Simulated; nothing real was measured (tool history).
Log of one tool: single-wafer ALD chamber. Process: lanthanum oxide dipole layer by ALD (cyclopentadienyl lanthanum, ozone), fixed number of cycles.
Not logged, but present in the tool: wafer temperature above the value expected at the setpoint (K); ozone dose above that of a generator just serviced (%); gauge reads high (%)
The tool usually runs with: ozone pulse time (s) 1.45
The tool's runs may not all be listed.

run	day	ozone pulse time (s)	wafers since the last listed run	hours since the last thermocouple change	hours since the last ozone generator service	hours since the showerhead was replaced	hours since the gauge calibration	read-back reference wafer on the same gauge, thickness_nm	mean film thickness on the monitor wafer (nm)
1	0.000	1.45	0	555.8	858.8	5148.6	776.6	0.586	0.519
2	2.512	1.45	995	616.1	919.1	5208.9	836.9	0.586	0.519
3	5.392	1.45	1140	685.2	988.2	5278.0	906.0	0.586	0.519
# day 7.225: ozone generator serviced
4	7.592	1.45	739	738.0	8.8	5330.8	958.8	0.586	0.518
5	8.829	1.45	490	767.7	38.5	5360.5	988.5	0.586	0.521
6	11.421	1.45	1026	829.9	100.7	5422.7	1050.7	0.586	0.515
7	12.729	1.45	518	861.3	132.1	5454.1	1082.1	0.586	0.523
8	15.638	1.45	1151	931.1	201.9	5523.9	1151.9	0.586	0.519
9	18.279	1.45	1046	994.5	265.3	5587.3	1215.3	0.586	0.515
# day 18.633: showerhead replaced
10	19.925	1.45	519	1034.0	304.8	31.0	1254.8	0.585	0.519
11	22.200	1.45	901	1088.6	359.4	85.6	1309.4	0.586	0.521
12	23.767	1.33	620	1126.2	397.0	123.2	1347.0	0.586	0.511
13	25.625	1.33	736	1170.8	441.6	167.8	1391.6	0.586	0.508
14	26.850	1.33	485	1200.2	471.0	197.2	1421.0	0.586	0.507
# day 28.050: gauge calibrated
15	28.688	1.03	727	1244.3	515.1	241.3	15.3	0.586	0.465
16	30.967	1.86	902	1299.0	569.8	296.0	70.0	0.586	0.536
17	36.550	1.45	2211	1433.0	703.8	430.0	204.0	0.586	0.515
18	39.538	1.29	1183	1504.7	775.5	501.7	275.7	0.586	0.500
19	42.038	1.81	990	1564.7	835.5	561.7	335.7	0.585	0.533
20	44.808	1.16	1097	1631.2	902.0	628.2	402.2	0.586	0.488
# day 46.875: ozone generator serviced
21	47.092	1.81	772	1686.0	5.2	683.0	457.0	0.586	0.538
# day 48.646: thermocouple changed; heater temperature recalibrated
22	49.308	1.25	745	15.9	58.4	736.2	510.2	0.586	0.497
23	50.354	1.09	414	41.0	83.5	761.3	535.3	0.586	0.477
24	51.929	1.81	623	78.8	121.3	799.1	573.1	0.587	0.533
25	54.367	1.29	965	137.3	179.8	857.6	631.6	0.586	0.503
26	55.467	1.45	435	163.7	206.2	884.0	658.0	0.586	0.518
27	56.650	1.97	468	192.1	234.6	912.4	686.4	0.585	0.540
28	58.912	1.45	896	246.4	288.9	966.7	740.7	0.586	0.515
29	61.262	1.68	930	302.8	345.3	1023.1	797.1	0.586	0.525

For each entry between runs, how does the tool's hidden state at the last listed run before it compare with that at the first listed run after it?
From run 3 to run 4: ozone generator serviced (day 7.225)
  no hidden state differs between the two runs
From run 9 to run 10: showerhead replaced (day 18.633)
  no hidden state differs between the two runs
From run 14 to run 15: gauge calibrated (day 28.050)
  no hidden state differs between the two runs
From run 20 to run 21: ozone generator serviced (day 46.875)
  no hidden state differs between the two runs
From run 21 to run 22: thermocouple changed; heater temperature recalibrated (day 48.646)
  no hidden state differs between the two runs
